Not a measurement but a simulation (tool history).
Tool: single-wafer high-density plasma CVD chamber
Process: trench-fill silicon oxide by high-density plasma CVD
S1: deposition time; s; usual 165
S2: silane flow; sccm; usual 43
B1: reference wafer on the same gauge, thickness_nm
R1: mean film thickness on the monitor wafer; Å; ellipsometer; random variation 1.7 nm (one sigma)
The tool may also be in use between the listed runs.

run,hour,S1,S2,B1,R1
1,0,165,43,715.928,7595.52
2,103.6,165,48,716.193,8179.71
3,184.4,165,48,716.362,8151.4
4,238.8,165,48,715.78,8158.53
5,333.8,165,43,715.863,7569.89
6,397.1,165,43,715.805,7562.81
7,454.8,165,41,716.064,7328.3
8,554.8,165,43,715.94,7586.23
9,611.4,165,43,716.089,7557.92
10,655.2,165,43,715.849,7551.53
11,742.9,165,49,716.124,8226.92
12,837.3,165,43,716.107,7551.54
13,900,175,49,716.132,8695.29
14,967.8,189,43,715.745,8637.27
# hour 1009.3: gauge calibrated
15,1020,165,41,716.053,7329.91
16,1057.9,140,50,715.906,7056.17
# hour 1093: silane flow controller replaced
17,1146.6,142,50,716.071,7437.08
18,1199.6,174,47,716.137,8733.23
19,1376.7,196,37,716.146,8431.55
20,1428.2,193,49,716.196,9886.94

3 ways to go on from here, each from the tool as it stands after run 20. What would each give?
A,1428.6,165,43,?,?
B,1428.6,165,47,?,?
C,1428.6,142,49,?,?

run,B1,R1
A,715.886,7774.24
B,715.886,8236.52
C,715.886,7287.32
Without the tool's hidden state the same runs would have given:
run,R1
A,7768.38
B,8230.3
C,7281.82
